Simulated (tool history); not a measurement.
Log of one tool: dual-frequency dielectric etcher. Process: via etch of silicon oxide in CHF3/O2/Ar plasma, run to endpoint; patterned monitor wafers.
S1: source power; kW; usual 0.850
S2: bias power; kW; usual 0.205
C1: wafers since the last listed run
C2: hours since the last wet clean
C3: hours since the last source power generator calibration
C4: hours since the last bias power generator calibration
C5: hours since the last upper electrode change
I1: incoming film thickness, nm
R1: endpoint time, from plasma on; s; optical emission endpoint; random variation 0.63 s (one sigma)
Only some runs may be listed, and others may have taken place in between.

| run | day | S1 | S2 | C1 | C2 | C3 | C4 | C5 | I1 | R1 |
|---|---|---|---|---|---|---|---|---|---|---|
| 1 | 0.000 | 1.010 | 0.205 | 0 | 287.6 | 4423.6 | 1666.7 | 2812.0 | 437.4 | 189.2 |
| 2 | 2.542 | 0.850 | 0.205 | 244 | 348.6 | 4484.6 | 1727.7 | 2873.0 | 439.8 | 202.8 |
| 3 | 3.846 | 0.850 | 0.205 | 125 | 379.9 | 4515.9 | 1759.0 | 2904.3 | 434.8 | 200.9 |
| 4 | 5.354 | 0.850 | 0.205 | 145 | 416.1 | 4552.1 | 1795.2 | 2940.5 | 436.7 | 201.5 |
| 5 | 7.254 | 0.990 | 0.205 | 183 | 461.7 | 4597.7 | 1840.8 | 2986.1 | 433.8 | 190.4 |
|  | 9.108 | wet clean of the chamber |
| 6 | 10.071 | 0.850 | 0.182 | 175 | 23.1 | 4665.3 | 1908.4 | 3053.7 | 433.6 | 202.7 |
|  | 15.350 | bias power generator calibrated |
| 7 | 16.096 | 0.850 | 0.182 | 564 | 167.7 | 4809.9 | 17.9 | 3198.3 | 434.3 | 203.6 |
| 8 | 17.821 | 0.850 | 0.182 | 166 | 209.1 | 4851.3 | 59.3 | 3239.7 | 436.5 | 205.7 |
| 9 | 20.454 | 0.850 | 0.205 | 253 | 272.3 | 4914.5 | 122.5 | 3302.9 | 432.1 | 197.7 |
| 10 | 21.888 | 0.850 | 0.205 | 138 | 306.7 | 4948.9 | 156.9 | 3337.3 | 431.8 | 198.1 |
| 11 | 23.617 | 0.850 | 0.205 | 166 | 348.2 | 4990.4 | 198.4 | 3378.8 | 434.8 | 200.0 |
| 12 | 24.725 | 0.740 | 0.169 | 106 | 374.8 | 5017.0 | 225.0 | 3405.4 | 432.2 | 217.3 |
|  | 26.546 | upper electrode replaced |
| 13 | 26.567 | 0.850 | 0.172 | 81 | 419.0 | 5061.2 | 269.2 | 0.5 | 436.2 | 209.1 |
| 14 | 27.550 | 0.850 | 0.205 | 94 | 442.6 | 5084.8 | 292.8 | 24.1 | 433.7 | 200.2 |
|  | 28.467 | source power generator calibrated |
|  | 28.942 | wet clean of the chamber |
| 15 | 29.350 | 0.960 | 0.179 | 111 | 9.8 | 21.2 | 336.0 | 67.3 | 436.4 | 196.7 |
| 16 | 32.171 | 0.850 | 0.237 | 271 | 77.5 | 88.9 | 403.7 | 135.0 | 441.5 | 194.2 |
| 17 | 34.175 | 0.990 | 0.232 | 193 | 125.6 | 137.0 | 451.8 | 183.1 | 432.4 | 181.9 |
| 18 | 36.804 | 0.970 | 0.176 | 253 | 188.7 | 200.1 | 514.9 | 246.2 | 425.6 | 192.6 |
| 19 | 39.600 | 0.930 | 0.205 | 269 | 255.8 | 267.2 | 582.0 | 313.3 | 432.9 | 192.8 |
| 20 | 42.467 | 1.050 | 0.205 | 276 | 324.6 | 336.0 | 650.8 | 382.1 | 433.6 | 183.9 |
| 21 | 43.750 | 0.850 | 0.242 | 123 | 355.4 | 366.8 | 681.6 | 412.9 | 437.8 | 193.4 |
| 22 | 46.146 | 0.930 | 0.205 | 230 | 412.9 | 424.3 | 739.1 | 470.4 | 431.2 | 192.4 |

Forecast each of these 3 alternatives for the next run:
| A | 46.167 | 0.850 | 0.167 | 2 | 413.4 | 424.8 | 739.6 | 470.9 | 435.5 | ? |
| B | 46.167 | 1.020 | 0.155 | 2 | 413.4 | 424.8 | 739.6 | 470.9 | 435.5 | ? |
| C | 46.167 | 0.940 | 0.205 | 2 | 413.4 | 424.8 | 739.6 | 470.9 | 435.5 | ? |

| run | R1 |
|---|---|
| A | 209.8 |
| B | 199.7 |
| C | 193.6 |
Take away the tool's hidden state, keep each run's random variation, and the runs would have read:
| run | R1 |
|---|---|
| A | 206.5 |
| B | 196.5 |
| C | 190.5 |

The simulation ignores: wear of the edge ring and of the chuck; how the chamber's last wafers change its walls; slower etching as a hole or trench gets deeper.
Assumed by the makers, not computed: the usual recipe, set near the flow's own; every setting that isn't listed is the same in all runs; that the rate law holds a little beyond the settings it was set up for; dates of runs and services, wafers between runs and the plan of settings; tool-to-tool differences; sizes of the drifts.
